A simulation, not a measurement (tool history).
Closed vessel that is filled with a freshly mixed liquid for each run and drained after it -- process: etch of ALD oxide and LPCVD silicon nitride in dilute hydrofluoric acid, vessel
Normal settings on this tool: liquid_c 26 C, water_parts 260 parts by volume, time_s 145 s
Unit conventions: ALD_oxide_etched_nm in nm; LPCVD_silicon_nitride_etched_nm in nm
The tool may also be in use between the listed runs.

run     day  liquid_c  water_parts  time_s  wafers since the last listed run  hours since the thermometer was replaced  hours since the hydrofluoric acid flow meter was replaced  hours since the gauge calibration  read-back film thickness of the ALD oxide reference wafer, read on the same gauge (nm)  read-back film thickness of the LPCVD silicon nitride reference wafer, read on the same gauge (nm)  ALD_oxide_etched_nm  LPCVD_silicon_nitride_etched_nm
  1       0        26          260      90                                 0                                      2176                                                      669.4                             1135.7                                                                                   30.01                                                                                              39.981                 6.15                            0.203
  2   2.225        26          260     145                              5142                                    2229.4                                                      722.8                             1189.1                                                                                   30.02                                                                                              40.006                 9.95                            0.318
  3   3.875        26          260     145                              3813                                      2269                                                      762.4                             1228.7                                                                                      30                                                                                              39.998                10.02                            0.307
      5.183  -- hydrofluoric acid flow meter replaced
  4   5.971      28.5          380     185                              4747                                    2319.3                                                       18.9                               1279                                                                                   29.98                                                                                              40.006                 8.27                            0.307
  5  10.217        26          340     105                              9813                                    2421.2                                                      120.8                             1380.9                                                                                      30                                                                                              39.991                 5.07                            0.207
  6  13.617      28.5          260     145                              7858                                    2502.8                                                      202.4                             1462.5                                                                                      30                                                                                              40.004                10.97                            0.372
  7  15.792        29          375     100                              5026                                      2555                                                      254.6                             1514.7                                                                                   29.99                                                                                               40.02                 4.67                            0.167
  8   20.25      29.5          260     145                             10304                                      2662                                                      361.6                             1621.7                                                                                   30.01                                                                                              39.999                11.18                            0.317
     24.471  -- gauge calibrated
  9  24.662        30          335     145                             10198                                    2767.9                                                      467.5                                4.6                                                                                   30.02                                                                                              39.993                 8.22                            0.347
 10  31.075        23          260     145                             14820                                    2921.8                                                      621.4                              158.5                                                                                      30                                                                                              40.002                 9.03                            0.344
 11    35.5        26          190     145                             10227                                      3028                                                      727.6                              264.7                                                                                   30.01                                                                                              40.002                   15                            0.476
 12  39.967        26          260     145                             10323                                    3135.2                                                      834.8                              371.9                                                                                   30.01                                                                                               39.99                10.08                            0.382
     40.408  -- hydrofluoric acid flow meter replaced
 13  41.646        26          140     185                              3784                                    3175.5                                                       29.7                              412.2                                                                                   30.02                                                                                              39.987                27.78                            0.771
 14  45.042        26          180      95                              7848                                      3257                                                      111.2                              493.7                                                                                      30                                                                                              39.987                10.63                            0.273
     47.083  -- thermometer replaced
 15  48.796        30          260     180                              8580                                      41.1                                                      201.3                              583.8                                                                                   30.01                                                                                              39.988                13.51                            0.473
 16  52.742        22          225     100                              9119                                     135.8                                                        296                              678.5                                                                                   29.99                                                                                              40.001                 6.79                            0.156
 17  56.588        23          260     145                              8888                                     228.1                                                      388.3                              770.8                                                                                   30.02                                                                                               40.01                 8.63                            0.211
 18  59.042        26          260     145                              5672                                       287                                                      447.2                              829.7                                                                                      30                                                                                              39.978                 9.56                            0.256
 19  63.338        29          375     100                              9928                                     390.1                                                      550.3                              932.8                                                                                   29.99                                                                                              39.998                 4.49                            0.176
     73.667  -- hydrofluoric acid flow meter replaced
 20  76.625        21          260     145                             30613                                       709                                                         71                             1251.7                                                                                      30                                                                                              40.002                 8.13                            0.223
 21  79.983        26          335     145                              7761                                     789.6                                                      151.6                             1332.3                                                                                      30                                                                                              40.012                 6.94                            0.206
 22  83.417        29          260     145                              7935                                       872                                                        234                             1414.7                                                                                   30.02                                                                                              40.006                 10.6                             0.33
 23  86.471        26          160     145                              7058                                     945.3                                                      307.3                               1488                                                                                      30                                                                                              39.993                17.54                            0.452
 24  89.512        26          190      90                              7029                                    1018.3                                                      380.3                               1561                                                                                   30.01                                                                                              40.013                 8.89                            0.267
 25  91.729      24.5          210     145                              5123                                    1071.5                                                      433.5                             1614.2                                                                                      30                                                                                              40.008                   12                            0.353
 26  95.604        26          260     145                              8955                                    1164.5                                                      526.5                             1707.2                                                                                   30.01                                                                                              39.975                  9.8                            0.243

Predict each of these 4 candidate next runs independently; none follows another, all start after run 26:
  A  95.633        31          260     145                                67                                    1165.2                                                      527.2                             1707.9                                                                                       ?                                                                                                   ?                    ?                                ?
  B  95.633      23.5          340      70                                67                                    1165.2                                                      527.2                             1707.9                                                                                       ?                                                                                                   ?                    ?                                ?
  C  95.633        23          225     145                                67                                    1165.2                                                      527.2                             1707.9                                                                                       ?                                                                                                   ?                    ?                                ?
  D  95.633        31          370     115                                67                                    1165.2                                                      527.2                             1707.9                                                                                       ?                                                                                                   ?                    ?                                ?

run  read-back film thickness of the ALD oxide reference wafer, read on the same gauge (nm)  read-back film thickness of the LPCVD silicon nitride reference wafer, read on the same gauge (nm)  ALD_oxide_etched_nm  LPCVD_silicon_nitride_etched_nm
  A                                                                                   29.98                                                                                              40.004                11.55                            0.358
  B                                                                                   29.98                                                                                              40.004                 3.06                            0.085
  C                                                                                   29.98                                                                                              40.004                10.55                            0.257
  D                                                                                   29.98                                                                                              40.004                 5.69                            0.197
Stripped of hidden state, with their random variation kept, the same runs would have yielded:
run  ALD_oxide_etched_nm  LPCVD_silicon_nitride_etched_nm
  A                11.22                             0.34
  B                 2.97                             0.08
  C                 10.2                            0.242
  D                 5.54                            0.187

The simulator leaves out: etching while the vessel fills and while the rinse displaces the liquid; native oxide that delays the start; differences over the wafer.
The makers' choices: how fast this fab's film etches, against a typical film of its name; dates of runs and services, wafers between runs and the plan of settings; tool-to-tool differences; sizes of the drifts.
